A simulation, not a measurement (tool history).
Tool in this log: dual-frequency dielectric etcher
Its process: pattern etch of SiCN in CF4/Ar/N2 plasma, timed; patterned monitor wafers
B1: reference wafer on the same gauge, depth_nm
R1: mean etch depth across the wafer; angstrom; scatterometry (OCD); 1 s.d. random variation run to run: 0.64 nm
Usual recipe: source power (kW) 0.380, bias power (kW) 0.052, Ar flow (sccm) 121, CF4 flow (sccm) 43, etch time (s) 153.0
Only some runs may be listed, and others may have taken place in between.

Run 1, hour 0.0: usual settings but bias power (kW) 0.043; B1 103.1. Result: R1 849 angstrom.
Run 2, hour 17.1: usual settings but bias power (kW) 0.043; B1 103.3. Result: R1 861 angstrom.
Run 3, hour 44.3: usual settings but etch time (s) 162.5; B1 103.1. Result: R1 1021 angstrom.
Run 4, hour 57.8: usual settings; B1 103.4. Result: R1 945 angstrom.
Run 5, hour 77.1: usual settings; B1 103.2. Result: R1 957 angstrom.
Run 6, hour 109.7: usual settings but bias power (kW) 0.057, CF4 flow (sccm) 48; B1 103.2. Result: R1 1019 angstrom.
Run 7, hour 131.7: usual settings but etch time (s) 186.5; B1 103.8. Result: R1 1165 angstrom.
At hour 156.9: gauge calibrated.
At hour 161.9: source power generator calibrated.
At hour 172.5: upper electrode replaced.
At hour 173.4: Ar flow controller replaced.
Run 8, hour 173.9: usual settings but source power (kW) 0.480, CF4 flow (sccm) 48; B1 103.6. Result: R1 1077 angstrom.
Run 9, hour 176.8: usual settings but Ar flow (sccm) 109, etch time (s) 195.5; B1 103.5. Result: R1 1235 angstrom.
Run 10, hour 202.1: usual settings but source power (kW) 0.410, bias power (kW) 0.045, etch time (s) 178.5; B1 103.4. Result: R1 1047 angstrom.
At hour 231.9: wet clean of the chamber.
Run 11, hour 232.4: usual settings; B1 103.2. Result: R1 973 angstrom.
Run 12, hour 252.6: usual settings but source power (kW) 0.310, Ar flow (sccm) 134, CF4 flow (sccm) 47, etch time (s) 140.0; B1 103.5. Result: R1 796 angstrom.
At hour 276.1: bias power generator calibrated.
Run 13, hour 283.7: usual settings but source power (kW) 0.310, Ar flow (sccm) 113, CF4 flow (sccm) 47, etch time (s) 186.5; B1 103.0. Result: R1 1073 angstrom.
At hour 311.8: CF4 flow controller replaced.
Run 14, hour 389.2: usual settings; B1 103.4. Result: R1 948 angstrom.
Run 15, hour 421.3: usual settings; B1 103.2. Result: R1 954 angstrom.

4 options for the next run, each taken on its own from the tool as it stands now. Forecast them:
Run A, hour 421.8: usual settings but source power (kW) 0.410; B1 ?. Result: R1 ?.
Run B, hour 421.8: usual settings but etch time (s) 116.5; B1 ?. Result: R1 ?.
Run C, hour 421.8: usual settings but Ar flow (sccm) 101, CF4 flow (sccm) 50, etch time (s) 132.5; B1 ?. Result: R1 ?.
Run D, hour 421.8: usual settings but etch time (s) 167.5; B1 ?. Result: R1 ?.

run     B1    R1
  A  103.5   988
  B  103.5   722
  C  103.5   861
  D  103.5  1038
Stripped of hidden state, with their random variation kept, the same runs would have yielded:
run    R1
  A  1007
  B   736
  C   877
  D  1058
